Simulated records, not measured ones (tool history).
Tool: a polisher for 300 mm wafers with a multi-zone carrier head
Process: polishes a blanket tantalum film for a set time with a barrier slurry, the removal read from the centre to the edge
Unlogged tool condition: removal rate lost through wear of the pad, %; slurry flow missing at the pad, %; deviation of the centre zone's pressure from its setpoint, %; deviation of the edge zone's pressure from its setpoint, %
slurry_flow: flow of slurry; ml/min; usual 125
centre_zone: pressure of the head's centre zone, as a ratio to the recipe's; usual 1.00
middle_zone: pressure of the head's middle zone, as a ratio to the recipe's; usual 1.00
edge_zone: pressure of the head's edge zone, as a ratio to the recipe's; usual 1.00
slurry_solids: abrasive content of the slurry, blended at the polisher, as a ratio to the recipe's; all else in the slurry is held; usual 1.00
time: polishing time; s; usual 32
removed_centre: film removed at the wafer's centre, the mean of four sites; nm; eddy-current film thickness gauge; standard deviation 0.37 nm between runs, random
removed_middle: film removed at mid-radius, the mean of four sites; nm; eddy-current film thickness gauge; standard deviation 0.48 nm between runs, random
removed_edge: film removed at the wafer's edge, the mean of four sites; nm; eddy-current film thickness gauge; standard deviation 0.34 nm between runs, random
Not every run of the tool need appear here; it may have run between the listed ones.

run,day,slurry_flow,centre_zone,middle_zone,edge_zone,slurry_solids,time,wafers since the last listed run,wafers polished on this pad,hours since the slurry nozzle was cleaned,hours since the centre zone pressure was calibrated,hours since the edge zone pressure was calibrated,hours since the carrier head's membrane was replaced,"incoming thickness of the incoming film, nm",removed_centre,removed_middle,removed_edge
1,0.000,95,1.00,1.00,1.09,1.00,28,0,2575,260.4,400.0,521.4,924.3,395.6,16.5,18.4,23.4
2,1.738,125,1.00,1.00,1.00,1.00,32,462,3038,302.1,441.7,563.1,966.0,392.6,26.5,27.7,29.9
3,3.388,125,1.00,1.00,0.92,1.00,32,439,3477,341.7,481.3,602.7,1005.6,401.5,26.1,27.5,28.8
# day 5.000: carrier head's membrane replaced by a new one
# day 5.275: slurry nozzle cleaned
4,5.621,125,0.90,1.10,1.00,1.00,32,528,4006,8.3,534.9,656.3,14.9,397.7,32.2,37.8,35.5
# day 6.038: worn pad replaced by a new one
5,8.429,125,1.11,1.00,1.00,1.00,32,703,636,75.7,602.3,723.7,82.3,403.1,37.2,34.1,34.0
# day 10.704: centre zone pressure recalibrated
6,10.725,80,1.10,0.95,1.00,0.85,32,589,1225,130.8,0.5,778.8,137.4,404.5,18.0,18.3,24.0
7,13.125,125,1.00,1.00,1.00,1.00,32,639,1865,188.4,58.1,836.4,195.0,399.3,29.9,31.5,31.6
8,15.000,125,1.00,1.00,1.00,1.00,32,499,2364,233.4,103.1,881.4,240.0,394.4,28.8,30.3,31.8
9,17.475,125,1.00,0.92,1.00,1.00,32,659,3023,292.8,162.5,940.8,299.4,394.1,27.7,27.3,30.9
10,18.958,125,1.00,1.00,1.00,1.00,32,395,3418,328.4,198.1,976.4,335.0,398.9,27.3,28.7,30.8
11,19.962,125,1.00,1.00,1.00,1.00,32,267,3685,352.5,222.2,1000.5,359.1,402.1,27.8,28.6,30.6
# day 20.575: edge zone pressure recalibrated
12,21.817,125,1.10,1.00,1.00,1.00,32,471,4157,397.0,266.7,29.8,403.6,395.9,29.8,28.0,30.3
# day 22.350: worn pad replaced by a new one
13,23.117,125,1.00,1.00,0.90,1.00,32,301,204,428.2,297.9,61.0,434.8,397.3,26.6,27.7,29.2
14,24.258,125,0.90,1.00,1.00,0.80,24,304,508,455.6,325.3,88.4,462.2,398.3,16.9,20.0,21.8
# day 25.200: slurry nozzle cleaned
15,25.896,125,1.00,1.00,1.00,1.00,32,424,933,16.7,364.6,127.7,501.5,400.0,35.1,35.1,35.3
16,28.417,125,0.92,1.00,1.00,1.00,32,671,1604,77.2,425.1,188.2,562.0,407.4,29.9,33.8,33.7
17,30.254,125,1.00,1.00,1.00,1.00,32,489,2094,121.3,469.2,232.3,606.1,401.2,32.1,32.1,33.1
18,32.779,125,0.91,1.00,1.00,0.85,32,672,2766,181.9,529.8,292.9,666.7,402.5,26.3,29.7,31.5
19,34.167,125,1.00,1.00,0.89,1.00,25,369,3135,215.2,563.1,326.2,700.0,403.6,22.9,23.7,23.1
20,35.892,125,1.00,1.00,1.00,1.00,32,459,3595,256.6,604.5,367.6,741.4,402.8,28.5,29.7,30.9
21,37.621,125,1.06,1.07,1.03,1.00,23,460,4055,298.1,646.0,409.1,782.9,402.7,21.1,21.8,22.4

Predict each of these 5 candidate next runs independently; none follows another, all start after run 21:
A,37.638,125,1.00,0.91,1.00,1.00,32,4,4060,298.5,646.4,409.5,783.3,406.7,?,?,?
B,37.638,100,1.00,1.00,0.97,0.85,32,4,4060,298.5,646.4,409.5,783.3,406.7,?,?,?
C,37.638,125,1.05,1.00,1.12,1.00,32,4,4060,298.5,646.4,409.5,783.3,406.7,?,?,?
D,37.638,125,1.04,1.00,1.00,1.00,32,4,4060,298.5,646.4,409.5,783.3,406.7,?,?,?
E,37.638,105,1.00,1.00,1.00,1.00,32,4,4060,298.5,646.4,409.5,783.3,406.7,?,?,?

run,removed_centre,removed_middle,removed_edge
A,27.8,27.6,30.5
B,20.5,22.7,25.7
C,29.2,29.3,31.8
D,28.9,29.3,30.5
E,23.0,25.0,27.9
The same runs, with their run-to-run variation unchanged, on a tool lacking any hidden condition would have given:
run,removed_centre,removed_middle,removed_edge
A,36.0,34.4,35.3
B,30.4,31.4,31.0
C,37.9,36.6,36.8
D,37.5,36.6,35.3
E,32.7,33.7,33.3
